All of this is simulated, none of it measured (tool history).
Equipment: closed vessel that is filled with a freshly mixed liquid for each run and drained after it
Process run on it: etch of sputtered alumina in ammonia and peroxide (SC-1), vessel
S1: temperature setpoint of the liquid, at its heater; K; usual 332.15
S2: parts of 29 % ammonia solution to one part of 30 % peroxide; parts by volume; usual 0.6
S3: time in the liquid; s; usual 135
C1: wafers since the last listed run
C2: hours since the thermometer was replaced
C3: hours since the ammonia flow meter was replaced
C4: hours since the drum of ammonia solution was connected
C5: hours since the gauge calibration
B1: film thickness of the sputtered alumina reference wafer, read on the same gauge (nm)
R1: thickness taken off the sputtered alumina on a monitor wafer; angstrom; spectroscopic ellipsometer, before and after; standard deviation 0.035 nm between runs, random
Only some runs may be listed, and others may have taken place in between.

{"run": 1, "hour": 0.0, "S1": 337.65, "S2": 0.6, "S3": 135, "C1": 0, "C2": 674.9, "C3": 1033.5, "C4": 559.3, "C5": 99, "B1": 39.98, "R1": 246.5}
{"run": 2, "hour": 16.3, "S1": 337.65, "S2": 0.6, "S3": 135, "C1": 1498, "C2": 691.2, "C3": 1049.8, "C4": 575.6, "C5": 115.3, "B1": 39.97, "R1": 247.1}
{"run": 3, "hour": 28.3, "S1": 337.65, "S2": 0.6, "S3": 135, "C1": 1103, "C2": 703.2, "C3": 1061.8, "C4": 587.6, "C5": 127.3, "B1": 39.99, "R1": 247.1}
{"run": 4, "hour": 45.6, "S1": 332.15, "S2": 0.6, "S3": 135, "C1": 1590, "C2": 720.5, "C3": 1079.1, "C4": 604.9, "C5": 144.6, "B1": 40.02, "R1": 187.8}
{"run": 5, "hour": 59.2, "S1": 339.65, "S2": 0.6, "S3": 135, "C1": 1250, "C2": 734.1, "C3": 1092.7, "C4": 618.5, "C5": 158.2, "B1": 40.02, "R1": 272.8}
{"run": 6, "hour": 76.7, "S1": 339.65, "S2": 0.6, "S3": 135, "C1": 1608, "C2": 751.6, "C3": 1110.2, "C4": 636, "C5": 175.7, "B1": 39.99, "R1": 274.1}
{"hour": 79.4, "done": "thermometer replaced"}
{"hour": 90.5, "done": "ammonia flow meter replaced"}
{"run": 7, "hour": 92.2, "S1": 332.15, "S2": 0.6, "S3": 135, "C1": 1241, "C2": 12.8, "C3": 1.7, "C4": 651.5, "C5": 191.2, "B1": 39.98, "R1": 174.7}
{"run": 8, "hour": 107.1, "S1": 332.15, "S2": 0.6, "S3": 135, "C1": 1369, "C2": 27.7, "C3": 16.6, "C4": 666.4, "C5": 206.1, "B1": 39.97, "R1": 174.8}
{"run": 9, "hour": 124.6, "S1": 332.15, "S2": 0.6, "S3": 155, "C1": 1608, "C2": 45.2, "C3": 34.1, "C4": 683.9, "C5": 223.6, "B1": 40.03, "R1": 200.6}
{"run": 10, "hour": 141.1, "S1": 332.15, "S2": 0.75, "S3": 135, "C1": 1516, "C2": 61.7, "C3": 50.6, "C4": 700.4, "C5": 240.1, "B1": 39.98, "R1": 178.6}
{"hour": 143.5, "done": "gauge calibrated"}
{"hour": 144.0, "done": "new drum of ammonia solution connected"}
{"run": 11, "hour": 148.6, "S1": 323.65, "S2": 0.85, "S3": 170, "C1": 597, "C2": 69.2, "C3": 58.1, "C4": 4.6, "C5": 5.1, "B1": 39.99, "R1": 145.8}

What will run 12 give?
{"run": 12, "hour": 157.4, "S1": 332.15, "S2": 0.6, "S3": 135, "C1": 809, "C2": 78, "C3": 66.9, "C4": 13.4, "C5": 13.9, "B1": "?", "R1": "?"}

Run 12 gave B1 39.98, R1 175.2 angstrom.
The same run, on a tool lacking any hidden state, would have yielded R1 172.3 angstrom.
